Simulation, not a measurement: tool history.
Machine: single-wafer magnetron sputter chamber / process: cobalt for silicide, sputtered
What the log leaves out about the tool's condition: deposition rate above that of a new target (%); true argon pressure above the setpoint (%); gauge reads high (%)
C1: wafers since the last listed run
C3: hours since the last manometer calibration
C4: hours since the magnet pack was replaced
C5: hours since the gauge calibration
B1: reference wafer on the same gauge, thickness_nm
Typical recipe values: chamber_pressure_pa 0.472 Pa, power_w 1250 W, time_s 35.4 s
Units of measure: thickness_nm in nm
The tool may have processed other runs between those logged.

Run 1, hour 0.0: usual settings; C1 0; wafers on the sputter target 2569; C3 1788.0; C4 4015.0; C5 346.9; B1 23.285. Result: thickness_nm 23.754 nm.
Run 2, hour 31.2: usual settings; C1 395; wafers on the sputter target 2965; C3 1819.2; C4 4046.2; C5 378.1; B1 23.258. Result: thickness_nm 23.869 nm.
Run 3, hour 47.9: usual settings; C1 211; wafers on the sputter target 3176; C3 1835.9; C4 4062.9; C5 394.8; B1 23.294. Result: thickness_nm 23.763 nm.
Run 4, hour 61.7: usual settings; C1 174; wafers on the sputter target 3351; C3 1849.7; C4 4076.7; C5 408.6; B1 23.266. Result: thickness_nm 23.797 nm.
Run 5, hour 96.9: usual settings; C1 446; wafers on the sputter target 3797; C3 1884.9; C4 4111.9; C5 443.8; B1 23.337. Result: thickness_nm 23.773 nm.
Run 6, hour 128.2: usual settings but power_w 1400 W; C1 396; wafers on the sputter target 4194; C3 1916.2; C4 4143.2; C5 475.1; B1 23.303. Result: thickness_nm 25.503 nm.
Run 7, hour 143.1: usual settings but power_w 1400 W; C1 188; wafers on the sputter target 4383; C3 1931.1; C4 4158.1; C5 490.0; B1 23.326. Result: thickness_nm 25.467 nm.
Run 8, hour 172.9: usual settings but chamber_pressure_pa 0.566 Pa; C1 377; wafers on the sputter target 4761; C3 1960.9; C4 4187.9; C5 519.8; B1 23.304. Result: thickness_nm 22.803 nm.
Run 9, hour 186.8: usual settings but chamber_pressure_pa 0.566 Pa; C1 176; wafers on the sputter target 4937; C3 1974.8; C4 4201.8; C5 533.7; B1 23.283. Result: thickness_nm 22.805 nm.
Run 10, hour 244.8: usual settings but power_w 1050 W; C1 735; wafers on the sputter target 5672; C3 2032.8; C4 4259.8; C5 591.7; B1 23.323. Result: thickness_nm 21.580 nm.
At hour 261.7: gauge calibrated.
Run 11, hour 263.3: usual settings but power_w 1050 W; C1 234; wafers on the sputter target 5906; C3 2051.3; C4 4278.3; C5 1.6; B1 23.299. Result: thickness_nm 21.694 nm.
Run 12, hour 288.7: usual settings; C1 321; wafers on the sputter target 6228; C3 2076.7; C4 4303.7; C5 27.0; B1 23.294. Result: thickness_nm 23.819 nm.
Run 13, hour 303.9: usual settings; C1 192; wafers on the sputter target 6421; C3 2091.9; C4 4318.9; C5 42.2; B1 23.292. Result: thickness_nm 23.893 nm.
Run 14, hour 317.3: usual settings but chamber_pressure_pa 0.362 Pa, power_w 1500 W; C1 169; wafers on the sputter target 6591; C3 2105.3; C4 4332.3; C5 55.6; B1 23.306. Result: thickness_nm 27.859 nm.
Run 15, hour 341.6: usual settings but chamber_pressure_pa 0.631 Pa, power_w 1000 W, time_s 40.8 s; C1 307; wafers on the sputter target 6899; C3 2129.6; C4 4356.6; C5 79.9; B1 23.299. Result: thickness_nm 22.683 nm.
At hour 358.7: capacitance manometer re-zeroed and calibrated.
Run 16, hour 367.3: usual settings but chamber_pressure_pa 0.523 Pa, power_w 1150 W, time_s 30.5 s; C1 224; wafers on the sputter target 7123; C3 8.6; C4 4382.3; C5 105.6; B1 23.266. Result: thickness_nm 19.122 nm.
Run 17, hour 382.0: usual settings but chamber_pressure_pa 0.595 Pa; C1 186; wafers on the sputter target 7309; C3 23.3; C4 4397.0; C5 120.3; B1 23.303. Result: thickness_nm 22.548 nm.
At hour 394.4: magnet pack replaced.
Run 18, hour 396.1: usual settings but chamber_pressure_pa 0.566 Pa; C1 77; wafers on the sputter target 7387; C3 37.4; C4 1.7; C5 134.4; B1 23.283. Result: thickness_nm 23.033 nm.
At hour 435.7: sputter target and shields replaced.
Run 19, hour 436.2: usual settings but power_w 1150 W; C1 406; wafers on the sputter target 5; C3 77.5; C4 41.8; C5 174.5; B1 23.304. Result: thickness_nm 22.635 nm.
Run 20, hour 457.3: usual settings but chamber_pressure_pa 0.592 Pa, power_w 1500 W, time_s 38.3 s; C1 267; wafers on the sputter target 273; C3 98.6; C4 62.9; C5 195.6; B1 23.313. Result: thickness_nm 27.247 nm.
Run 21, hour 482.2: usual settings but chamber_pressure_pa 0.346 Pa, power_w 1400 W, time_s 40.3 s; C1 315; wafers on the sputter target 589; C3 123.5; C4 87.8; C5 220.5; B1 23.282. Result: thickness_nm 30.908 nm.
Run 22, hour 517.3: usual settings; C1 444; wafers on the sputter target 1033; C3 158.6; C4 122.9; C5 255.6; B1 23.316. Result: thickness_nm 23.762 nm.
Run 23, hour 543.5: usual settings but chamber_pressure_pa 0.580 Pa, time_s 37.3 s; C1 332; wafers on the sputter target 1365; C3 184.8; C4 149.1; C5 281.8; B1 23.302. Result: thickness_nm 24.039 nm.
Run 24, hour 556.1: usual settings but chamber_pressure_pa 0.554 Pa, power_w 1450 W, time_s 42.4 s; C1 159; wafers on the sputter target 1525; C3 197.4; C4 161.7; C5 294.4; B1 23.304. Result: thickness_nm 29.973 nm.
Run 25, hour 570.8: usual settings; C1 186; wafers on the sputter target 1711; C3 212.1; C4 176.4; C5 309.1; B1 23.314. Result: thickness_nm 23.908 nm.
Run 26, hour 583.6: usual settings but chamber_pressure_pa 0.386 Pa, power_w 1150 W; C1 162; wafers on the sputter target 1874; C3 224.9; C4 189.2; C5 321.9; B1 23.297. Result: thickness_nm 23.631 nm.

4 options for the next run, each taken on its own from the tool as it stands now. Forecast them:
Run A, hour 584.0: usual settings; C1 5; wafers on the sputter target 1879; C3 225.3; C4 189.6; C5 322.3; B1 ?. Result: thickness_nm ?.
Run B, hour 584.0: usual settings but chamber_pressure_pa 0.635 Pa, power_w 1100 W, time_s 41.0 s; C1 5; wafers on the sputter target 1879; C3 225.3; C4 189.6; C5 322.3; B1 ?. Result: thickness_nm ?.
Run C, hour 584.0: usual settings but power_w 950 W, time_s 30.0 s; C1 5; wafers on the sputter target 1879; C3 225.3; C4 189.6; C5 322.3; B1 ?. Result: thickness_nm ?.
Run D, hour 584.0: usual settings but chamber_pressure_pa 0.383 Pa, power_w 1050 W, time_s 29.0 s; C1 5; wafers on the sputter target 1879; C3 225.3; C4 189.6; C5 322.3; B1 ?. Result: thickness_nm ?.

run      B1  thickness_nm
  A  23.272        23.863
  B  23.272        23.942
  C  23.272        17.420
  D  23.272        18.467
Had the tool no hidden state, the same runs would have come out as:
run  thickness_nm
  A        23.863
  B        23.942
  C        17.420
  D        18.467
